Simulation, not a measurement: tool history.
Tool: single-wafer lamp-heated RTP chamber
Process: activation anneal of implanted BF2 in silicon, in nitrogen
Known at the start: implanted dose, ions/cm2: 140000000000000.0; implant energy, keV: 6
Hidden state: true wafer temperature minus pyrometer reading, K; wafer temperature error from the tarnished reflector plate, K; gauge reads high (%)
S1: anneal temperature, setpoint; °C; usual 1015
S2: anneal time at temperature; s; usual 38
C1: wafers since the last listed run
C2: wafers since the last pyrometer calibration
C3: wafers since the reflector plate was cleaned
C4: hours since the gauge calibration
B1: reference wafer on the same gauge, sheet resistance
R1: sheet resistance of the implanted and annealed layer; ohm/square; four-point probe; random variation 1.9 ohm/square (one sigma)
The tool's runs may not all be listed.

run 1 day=0.000 | S1=999 S2=38 | C1=0 C2=1231 C3=7700 C4=170.6 | B1=952.97 | R1=963.73
run 2 day=0.704 | S1=999 S2=38 | C1=228 C2=1460 C3=7929 C4=187.5 | B1=953.28 | R1=966.03
run 3 day=1.100 | S1=999 S2=38 | C1=128 C2=1588 C3=8057 C4=197.0 | B1=952.33 | R1=967.08
run 4 day=1.554 | S1=1015 S2=38 | C1=147 C2=1736 C3=8205 C4=207.9 | B1=952.77 | R1=950.73
run 5 day=2.979 | S1=1015 S2=38 | C1=462 C2=2198 C3=8667 C4=242.1 | B1=952.79 | R1=947.97
run 6 day=3.725 | S1=1015 S2=38 | C1=242 C2=2440 C3=8909 C4=260.0 | B1=952.94 | R1=945.68
run 7 day=4.200 | S1=1015 S2=38 | C1=154 C2=2595 C3=9064 C4=271.4 | B1=952.95 | R1=949.13
run 8 day=4.562 | S1=1015 S2=38 | C1=117 C2=2712 C3=9181 C4=280.1 | B1=952.97 | R1=949.52
run 9 day=5.088 | S1=1015 S2=38 | C1=170 C2=2883 C3=9352 C4=292.7 | B1=953.01 | R1=947.99
run 10 day=5.400 | S1=1015 S2=38 | C1=101 C2=2984 C3=9453 C4=300.2 | B1=953.62 | R1=948.34
-- day=6.433 reflector plate cleaned
run 11 day=6.454 | S1=1015 S2=38 | C1=234 C2=3218 C3=6 C4=325.5 | B1=953.28 | R1=944.17
run 12 day=6.621 | S1=1015 S2=38 | C1=54 C2=3272 C3=60 C4=329.5 | B1=952.28 | R1=946.98
run 13 day=7.171 | S1=1015 S2=38 | C1=178 C2=3451 C3=239 C4=342.7 | B1=952.42 | R1=948.68
-- day=7.550 gauge calibrated
run 14 day=7.558 | S1=996 S2=38 | C1=125 C2=3577 C3=365 C4=0.2 | B1=953.16 | R1=966.71
run 15 day=8.033 | S1=1015 S2=21 | C1=154 C2=3731 C3=519 C4=11.6 | B1=952.82 | R1=972.53
run 16 day=8.458 | S1=1004 S2=47 | C1=137 C2=3869 C3=657 C4=21.8 | B1=952.85 | R1=944.97
run 17 day=8.946 | S1=1004 S2=47 | C1=158 C2=4027 C3=815 C4=33.5 | B1=953.01 | R1=946.99
run 18 day=9.308 | S1=1004 S2=47 | C1=117 C2=4145 C3=933 C4=42.2 | B1=953.09 | R1=943.99
run 19 day=9.908 | S1=1015 S2=38 | C1=194 C2=4340 C3=1128 C4=56.6 | B1=953.12 | R1=942.01
run 20 day=10.338 | S1=992 S2=31 | C1=139 C2=4479 C3=1267 C4=66.9 | B1=952.92 | R1=973.90
run 21 day=10.971 | S1=996 S2=38 | C1=205 C2=4685 C3=1473 C4=82.1 | B1=953.93 | R1=963.86
run 22 day=11.612 | S1=1015 S2=38 | C1=208 C2=4893 C3=1681 C4=97.5 | B1=952.62 | R1=939.98
-- day=12.271 pyrometer window cleaned and pyrometer calibrated
run 23 day=12.292 | S1=1031 S2=23 | C1=112 C2=6 C3=1793 C4=113.8 | B1=952.89 | R1=943.16
run 24 day=12.462 | S1=1004 S2=19 | C1=55 C2=61 C3=1849 C4=117.9 | B1=952.97 | R1=974.69
run 25 day=12.908 | S1=989 S2=52 | C1=144 C2=206 C3=1993 C4=128.6 | B1=953.25 | R1=944.11
run 26 day=13.212 | S1=1015 S2=51 | C1=98 C2=305 C3=2092 C4=135.9 | B1=953.45 | R1=917.84
run 27 day=13.921 | S1=1005 S2=55 | C1=229 C2=535 C3=2322 C4=152.9 | B1=953.52 | R1=925.22
run 28 day=14.183 | S1=1023 S2=38 | C1=85 C2=620 C3=2407 C4=159.2 | B1=952.69 | R1=923.13
run 29 day=15.829 | S1=1015 S2=38 | C1=534 C2=1154 C3=2942 C4=198.7 | B1=953.30 | R1=935.73
run 30 day=16.396 | S1=995 S2=28 | C1=183 C2=1338 C3=3126 C4=212.3 | B1=953.09 | R1=966.70
-- day=16.929 pyrometer window cleaned and pyrometer calibrated, repeated, since the last time left the tool worse
run 31 day=17.121 | S1=1006 S2=50 | C1=127 C2=62 C3=3253 C4=229.7 | B1=952.84 | R1=946.64
run 32 day=17.375 | S1=1015 S2=38 | C1=82 C2=144 C3=3335 C4=235.8 | B1=953.12 | R1=947.63
run 33 day=17.921 | S1=986 S2=50 | C1=177 C2=322 C3=3512 C4=248.9 | B1=952.07 | R1=963.17
run 34 day=18.350 | S1=1005 S2=21 | C1=139 C2=461 C3=3652 C4=259.2 | B1=953.31 | R1=981.76
run 35 day=18.650 | S1=1015 S2=38 | C1=97 C2=558 C3=3749 C4=266.4 | B1=952.75 | R1=950.77
run 36 day=18.992 | S1=1015 S2=38 | C1=110 C2=669 C3=3860 C4=274.6 | B1=953.12 | R1=946.71
run 37 day=19.246 | S1=998 S2=18 | C1=82 C2=752 C3=3943 C4=280.7 | B1=953.19 | R1=994.48
run 38 day=19.675 | S1=1015 S2=38 | C1=139 C2=891 C3=4082 C4=291.0 | B1=952.33 | R1=947.99

What the log doesn't show, run by run:
wafer temperature error from the tarnished reflector plate, K: 0 in every run
gauge reads high (%): 0 in every run
H1: true wafer temperature minus pyrometer reading, K
run=1 H1=0.645
run=2 H1=0.855
run=3 H1=0.989
run=4 H1=1.16
run=5 H1=1.78
run=6 H1=2.16
run=7 H1=2.43
run=8 H1=2.64
run=9 H1=2.96
run=10 H1=3.17
run=11 H1=3.9
run=12 H1=4.03
run=13 H1=4.45
run=14 H1=4.76
run=15 H1=5.16
run=16 H1=5.53
run=17 H1=5.96
run=18 H1=6.3
run=19 H1=6.88
run=20 H1=7.31
run=21 H1=7.97
run=22 H1=8.66
run=23 H1=14.8
run=24 H1=14.8
run=25 H1=14.8
run=26 H1=14.9
run=27 H1=14.9
run=28 H1=15
run=29 H1=15.3
run=30 H1=15.4
run=31 H1=0.259
run=32 H1=0.265
run=33 H1=0.293
run=34 H1=0.33
run=35 H1=0.364
run=36 H1=0.411
run=37 H1=0.451
run=38 H1=0.529
